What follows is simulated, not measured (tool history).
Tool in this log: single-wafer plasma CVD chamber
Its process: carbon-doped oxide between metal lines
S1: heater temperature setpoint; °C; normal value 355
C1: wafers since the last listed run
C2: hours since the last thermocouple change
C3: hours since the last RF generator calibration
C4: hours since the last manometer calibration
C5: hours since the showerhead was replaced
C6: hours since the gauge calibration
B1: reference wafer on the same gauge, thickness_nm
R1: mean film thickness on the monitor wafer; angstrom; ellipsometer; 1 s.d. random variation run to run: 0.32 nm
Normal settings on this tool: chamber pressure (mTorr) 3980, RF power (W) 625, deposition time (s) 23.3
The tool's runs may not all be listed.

Run 1, hour 0.0: usual settings but deposition time (s) 27.0; C1 0; C2 1247.0; C3 398.9; C4 892.4; C5 5443.4; C6 162.7; B1 114.953. Result: R1 1491.25 angstrom.
Run 2, hour 72.4: usual settings but deposition time (s) 27.0; C1 1511; C2 1319.4; C3 471.3; C4 964.8; C5 5515.8; C6 235.1; B1 115.019. Result: R1 1483.22 angstrom.
Run 3, hour 175.3: usual settings but deposition time (s) 27.0; C1 2148; C2 1422.3; C3 574.2; C4 1067.7; C5 5618.7; C6 338.0; B1 115.027. Result: R1 1475.83 angstrom.
Run 4, hour 229.1: usual settings but chamber pressure (mTorr) 3740; C1 1123; C2 1476.1; C3 628.0; C4 1121.5; C5 5672.5; C6 391.8; B1 115.002. Result: R1 1265.31 angstrom.
Run 5, hour 296.8: usual settings; C1 1413; C2 1543.8; C3 695.7; C4 1189.2; C5 5740.2; C6 459.5; B1 115.028. Result: R1 1273.00 angstrom.
Run 6, hour 340.0: usual settings; C1 902; C2 1587.0; C3 738.9; C4 1232.4; C5 5783.4; C6 502.7; B1 114.994. Result: R1 1278.27 angstrom.
Run 7, hour 388.8: usual settings; C1 1019; C2 1635.8; C3 787.7; C4 1281.2; C5 5832.2; C6 551.5; B1 115.016. Result: R1 1274.07 angstrom.
At hour 399.9: thermocouple changed; heater temperature recalibrated.
Run 8, hour 450.6: usual settings; C1 1123; C2 50.7; C3 849.5; C4 1343.0; C5 5894.0; C6 613.3; B1 114.985. Result: R1 1288.25 angstrom.
Run 9, hour 521.6: usual settings but S1 365 °C; C1 1482; C2 121.7; C3 920.5; C4 1414.0; C5 5965.0; C6 684.3; B1 114.902. Result: R1 1252.41 angstrom.
At hour 617.4: RF generator calibrated.
Run 10, hour 617.9: usual settings but RF power (W) 685; C1 1844; C2 218.0; C3 0.5; C4 1510.3; C5 6061.3; C6 780.6; B1 115.020. Result: R1 1426.41 angstrom.

Expected results for the next run?
Run 11, hour 679.1: usual settings; C1 1278; C2 279.2; C3 61.7; C4 1571.5; C5 6122.5; C6 841.8; B1 ?. Result: R1 ?.

B1: 114.995
R1: 1310.82 angstrom
On a tool with no hidden condition, and with the same random variation, this run would have come out at R1 1323.03 angstrom.
